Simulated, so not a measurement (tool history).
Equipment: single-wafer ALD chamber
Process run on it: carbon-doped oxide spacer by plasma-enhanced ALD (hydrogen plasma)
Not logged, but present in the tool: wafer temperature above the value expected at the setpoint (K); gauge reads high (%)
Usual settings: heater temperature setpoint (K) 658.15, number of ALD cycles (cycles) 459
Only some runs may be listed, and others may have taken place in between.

run    hour  heater temperature setpoint (K)  number of ALD cycles (cycles)  wafers since the last listed run  hours since the last thermocouple change  hours since the gauge calibration  read-back reference wafer on the same gauge, thickness_nm  mean film thickness on the monitor wafer (angstrom)
  1     0.0                           658.15                            459                                 0                                     401.4                             1840.0                                                     28.980                                               252.70
  2    84.9                           658.15                            459                                75                                     486.3                             1924.9                                                     28.976                                               253.54
  3   180.6                           658.15                            459                                85                                     582.0                             2020.6                                                     29.007                                               253.60
  4   279.8                           667.15                            459                                88                                     681.2                             2119.8                                                     29.023                                               254.39
  5   355.2                           658.15                            459                                67                                     756.6                             2195.2                                                     29.036                                               251.71
  6   447.4                           662.15                            482                                81                                     848.8                             2287.4                                                     29.040                                               266.22
  7   537.5                           652.15                            483                                80                                     938.9                             2377.5                                                     29.072                                               267.61
  8   610.1                           652.15                            483                                64                                    1011.5                             2450.1                                                     29.089                                               266.65
  9   683.3                           658.15                            483                                65                                    1084.7                             2523.3                                                     29.126                                               266.79
 10   732.3                           658.15                            483                                43                                    1133.7                             2572.3                                                     29.129                                               266.93
 11   807.3                           658.15                            459                                66                                    1208.7                             2647.3                                                     29.110                                               252.96
 12  1071.8                           658.15                            459                               235                                    1473.2                             2911.8                                                     29.219                                               254.31
 13  1107.9                           658.15                            459                                32                                    1509.3                             2947.9                                                     29.203                                               255.02
 14  1169.8                           658.15                            459                                55                                    1571.2                             3009.8                                                     29.233                                               254.25
 15  1250.7                           658.15                            459                                71                                    1652.1                             3090.7                                                     29.251                                               256.10
 16  1355.9                           658.15                            459                                93                                    1757.3                             3195.9                                                     29.272                                               255.05
 17  1408.7                           658.15                            459                                46                                    1810.1                             3248.7                                                     29.272                                               254.47
 18  1470.7                           658.15                            459                                55                                    1872.1                             3310.7                                                     29.293                                               255.41
 19  1558.9                           658.15                            459                                78                                    1960.3                             3398.9                                                     29.336                                               255.27
 20  1622.3                           658.15                            459                                56                                    2023.7                             3462.3                                                     29.345                                               255.80
 21  1675.3                           658.15                            459                                47                                    2076.7                             3515.3                                                     29.363                                               255.91
 22  1757.1                           646.15                            387                                72                                    2158.5                             3597.1                                                     29.401                                               216.32
 23  1829.7                           648.15                            546                                64                                    2231.1                             3669.7                                                     29.395                                               305.92
 24  2061.3                           650.15                            535                               205                                    2462.7                             3901.3                                                     29.489                                               300.76
 25  2110.5                           643.15                            459                                43                                    2511.9                             3950.5                                                     29.503                                               257.88
 26  2157.8                           643.15                            520                                42                                    2559.2                             3997.8                                                     29.508                                               291.21
     2222.5  -- gauge calibrated
 27  2252.2                           658.15                            506                                83                                    2653.6                               29.7                                                     28.985                                               278.04
 28  2350.1                           658.15                            459                                86                                    2751.5                              127.6                                                     28.968                                               252.06
 29  2423.6                           668.15                            429                                65                                    2825.0                              201.1                                                     28.979                                               236.07
     2499.6  -- thermocouple changed; heater temperature recalibrated
 30  2508.7                           664.15                            537                                68                                       9.1                              286.2                                                     28.969                                               296.49
 31  2566.6                           658.15                            459                                51                                      67.0                              344.1                                                     28.979                                               252.37
 32  2671.1                           645.15                            394                                92                                     171.5                              448.6                                                     28.997                                               217.74
 33  2711.8                           666.15                            383                                36                                     212.2                              489.3                                                     28.974                                               210.59
 34  2803.7                           672.15                            459                                81                                     304.1                              581.2                                                     28.989                                               251.44
 35  2842.9                           658.15                            435                                34                                     343.3                              620.4                                                     28.993                                               240.53
 36  2944.8                           647.15                            459                                90                                     445.2                              722.3                                                     28.994                                               252.73
 37  3023.0                           658.15                            459                                69                                     523.4                              800.5                                                     29.009                                               253.00
 38  3121.0                           671.15                            517                                87                                     621.4                              898.5                                                     29.014                                               284.66
 39  3169.3                           673.15                            403                                42                                     669.7                              946.8                                                     29.025                                               220.52
 40  3272.9                           646.15                            542                                92                                     773.3                             1050.4                                                     29.034                                               298.57
 41  3326.9                           671.15                            459                                47                                     827.3                             1104.4                                                     29.026                                               252.07
 42  3421.8                           658.15                            459                                84                                     922.2                             1199.3                                                     29.045                                               253.78

What differs in the tool's unlogged condition from the final listed run ahead of each entry between runs to the first listed run following it?
After run 26, before run 27: gauge calibrated (hour 2222.5)
  gauge reads high (%): 2.14 -> 0.258
  the result without the hidden state subtracted from the measured one, mean film thickness on the monitor wafer (angstrom): +6.11 -> +0.72
After run 29, before run 30: thermocouple changed; heater temperature recalibrated (hour 2499.6)
  gauge reads high (%): 0.264 -> 0.271
  the result without the hidden state subtracted from the measured one, mean film thickness on the monitor wafer (angstrom): +0.62 -> +0.80

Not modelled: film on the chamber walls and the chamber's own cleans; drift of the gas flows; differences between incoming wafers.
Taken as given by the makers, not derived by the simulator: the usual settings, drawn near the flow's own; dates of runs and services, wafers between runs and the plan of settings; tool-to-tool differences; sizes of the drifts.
